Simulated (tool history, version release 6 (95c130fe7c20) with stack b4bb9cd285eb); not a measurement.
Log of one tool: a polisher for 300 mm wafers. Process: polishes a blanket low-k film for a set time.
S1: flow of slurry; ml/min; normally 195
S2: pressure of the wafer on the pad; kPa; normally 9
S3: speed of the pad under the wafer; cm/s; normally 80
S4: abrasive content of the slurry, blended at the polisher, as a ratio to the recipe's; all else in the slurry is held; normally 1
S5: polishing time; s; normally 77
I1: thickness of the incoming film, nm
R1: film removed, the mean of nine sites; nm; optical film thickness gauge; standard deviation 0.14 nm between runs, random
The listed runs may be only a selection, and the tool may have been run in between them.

Run 1, day 0: usual settings; I1 757. Result: R1 21.7 nm.
Run 2, day 0.517: usual settings; I1 764.1. Result: R1 21.3 nm.
Run 3, day 1.108: usual settings; I1 755.1. Result: R1 21.3 nm.
At day 1.817: worn pad replaced by a new one.
Run 4, day 1.838: usual settings; I1 751.1. Result: R1 19.9 nm.
Run 5, day 2.279: usual settings but S3 88 cm/s; I1 754.3. Result: R1 21.8 nm.
Run 6, day 2.962: usual settings but S3 88 cm/s; I1 755.9. Result: R1 21.5 nm.
At day 3.35: slurry blender recalibrated.
Run 7, day 3.442: usual settings but S3 88 cm/s; I1 750.7. Result: R1 21.4 nm.
At day 3.546: conditioning disc replaced and pad reconditioned.
Run 8, day 3.858: usual settings; I1 762.1. Result: R1 19.6 nm.
At day 4.033: slurry nozzle cleaned.
Run 9, day 4.608: usual settings but S1 245 ml/min, S5 98 s; I1 759.4. Result: R1 25.6 nm.
Run 10, day 4.912: usual settings but S1 130 ml/min, S2 11.7 kPa, S3 106 cm/s, S4 1.25; I1 762.8. Result: R1 31.9 nm.
At day 5.088: worn pad replaced by a new one, repeated, since the last time left the tool worse.
Run 11, day 5.412: usual settings but S2 6.2 kPa, S5 102 s; I1 756.5. Result: R1 19.9 nm.
Run 12, day 6.021: usual settings but S1 135 ml/min, S4 0.8; I1 766. Result: R1 18.3 nm.
Run 13, day 6.529: usual settings but S3 88 cm/s; I1 769.9. Result: R1 23.3 nm.
At day 7.792: head pressure recalibrated.
Run 14, day 8.279: usual settings but S1 240 ml/min, S3 56 cm/s, S5 86 s; I1 763.7. Result: R1 18.2 nm.
At day 8.771: conditioning disc replaced and pad reconditioned.
Run 15, day 8.883: usual settings; I1 761.5. Result: R1 20.8 nm.
At day 9.079: slurry blender recalibrated.
At day 9.212: worn pad replaced by a new one.
Run 16, day 9.546: usual settings but S2 12.4 kPa; I1 756.2. Result: R1 30 nm.
Run 17, day 10.042: usual settings but S1 160 ml/min; I1 761.3. Result: R1 20.9 nm.
Run 18, day 10.567: usual settings but S2 11 kPa, S3 68 cm/s; I1 756.7. Result: R1 23.2 nm.
Run 19, day 10.9: usual settings; I1 752.1. Result: R1 21.6 nm.
At day 12.596: worn pad replaced by a new one.
Run 20, day 12.729: usual settings but S3 104 cm/s, S4 1.15; I1 764.6. Result: R1 28.1 nm.
Run 21, day 13.258: usual settings but S1 125 ml/min, S3 62 cm/s, S4 1.3; I1 752.7. Result: R1 17.7 nm.
At day 13.633: slurry blender recalibrated.
Run 22, day 13.654: usual settings but S3 104 cm/s; I1 747.4. Result: R1 26.7 nm.
Run 23, day 13.929: usual settings; I1 755.3. Result: R1 21.2 nm.
Run 24, day 14.3: usual settings but S1 175 ml/min, S2 9.7 kPa, S4 1.1; I1 764.4. Result: R1 23.4 nm.
Run 25, day 14.646: usual settings but S4 0.85; I1 759. Result: R1 19.7 nm.

The tool's hidden state at each run:
slurry flow missing at the pad, %: 0, the same for each run
deviation of the head's pressure from its setpoint, %: 0, the same for each run
abrasive missing from the slurry, %: 0, the same for each run
time polished since the conditioner stopped cutting, s: 0, the same for each run
H1: removal rate lost through wear of the pad, %
run     H1
  1   1.21
  2   1.83
  3   2.73
  4   8.52
  5   8.59
  6   8.93
  7   9.35
  8   9.83
  9     11
 10   11.5
 11  0.406
 12  0.647
 13   1.03
 14   3.58
 15   4.91
 16  0.299
 17   0.48
 18   0.84
 19   1.16
 20   1.08
 21   1.21
 22   1.42
 23   1.63
 24   1.98
 25   2.39
